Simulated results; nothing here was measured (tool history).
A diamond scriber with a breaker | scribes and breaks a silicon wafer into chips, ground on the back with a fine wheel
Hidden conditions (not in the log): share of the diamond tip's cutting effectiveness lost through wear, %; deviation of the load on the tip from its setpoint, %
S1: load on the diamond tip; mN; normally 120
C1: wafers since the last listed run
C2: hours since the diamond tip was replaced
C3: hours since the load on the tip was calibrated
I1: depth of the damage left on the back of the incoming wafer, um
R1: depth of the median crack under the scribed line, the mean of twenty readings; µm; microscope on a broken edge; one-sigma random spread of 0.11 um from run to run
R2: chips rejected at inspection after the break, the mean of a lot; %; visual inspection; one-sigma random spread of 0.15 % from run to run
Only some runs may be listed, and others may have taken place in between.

| run | day | S1 | C1 | C2 | C3 | I1 | R1 | R2 |
|---|---|---|---|---|---|---|---|---|
| 1 | 0.000 | 120 | 0 | 39.2 | 1154.2 | 2.34 | 9.57 | 3.32 |
| 2 | 2.396 | 120 | 176 | 96.7 | 1211.7 | 2.86 | 9.35 | 4.18 |
| 3 | 4.554 | 120 | 158 | 148.5 | 1263.5 | 1.96 | 9.41 | 3.08 |
| 4 | 7.408 | 120 | 209 | 217.0 | 1332.0 | 2.01 | 9.04 | 3.46 |
| 5 | 8.929 | 120 | 111 | 253.5 | 1368.5 | 2.62 | 8.99 | 4.90 |
| 6 | 10.871 | 120 | 142 | 300.1 | 1415.1 | 1.69 | 9.07 | 3.70 |
| 7 | 12.275 | 148 | 103 | 333.8 | 1448.8 | 2.65 | 10.13 | 3.35 |
| 8 | 13.650 | 148 | 101 | 366.8 | 1481.8 | 2.67 | 10.15 | 3.60 |
| 9 | 16.171 | 120 | 185 | 427.3 | 1542.3 | 2.61 | 8.78 | 5.13 |
| 10 | 18.562 | 120 | 175 | 484.7 | 1599.7 | 1.61 | 8.84 | 4.12 |
| 11 | 20.462 | 107 | 139 | 530.3 | 1645.3 | 2.21 | 8.10 | 7.82 |
|  | 21.750 | load on the tip recalibrated |
| 12 | 23.275 | 103 | 200 | 597.8 | 36.6 | 1.67 | 8.04 | 8.04 |
|  | 25.225 | diamond tip replaced by a new one |
| 13 | 25.704 | 120 | 172 | 11.5 | 94.9 | 2.94 | 9.72 | 4.33 |
| 14 | 27.138 | 141 | 105 | 45.9 | 129.3 | 2.62 | 10.51 | 3.50 |
| 15 | 30.104 | 91 | 218 | 117.1 | 200.5 | 2.32 | 7.80 | 10.23 |
| 16 | 32.638 | 120 | 186 | 177.9 | 261.3 | 1.52 | 8.98 | 3.41 |
| 17 | 34.771 | 105 | 156 | 229.1 | 312.5 | 1.84 | 8.25 | 7.08 |
| 18 | 36.504 | 120 | 127 | 270.7 | 354.1 | 2.90 | 8.99 | 6.84 |
| 19 | 38.867 | 154 | 173 | 327.4 | 410.8 | 2.32 | 10.06 | 3.29 |
| 20 | 41.688 | 86 | 207 | 395.1 | 478.5 | 2.87 | 7.14 | 20.87 |

Predict each of these 4 candidate next runs independently; none follows another, all start after run 20:
| A | 41.712 | 133 | 1 | 395.7 | 479.1 | 2.99 | ? | ? |
| B | 41.712 | 146 | 1 | 395.7 | 479.1 | 2.99 | ? | ? |
| C | 41.712 | 97 | 1 | 395.7 | 479.1 | 2.99 | ? | ? |
| D | 41.712 | 102 | 1 | 395.7 | 479.1 | 2.99 | ? | ? |

| run | R1 | R2 |
|---|---|---|
| A | 9.14 | 5.14 |
| B | 9.68 | 4.20 |
| C | 7.56 | 13.83 |
| D | 7.79 | 11.94 |
The same runs, with their run-to-run variation unchanged, on a tool lacking any hidden condition would have given:
| run | R1 | R2 |
|---|---|---|
| A | 10.43 | 4.19 |
| B | 11.05 | 5.10 |
| C | 8.62 | 6.94 |
| D | 8.88 | 5.92 |
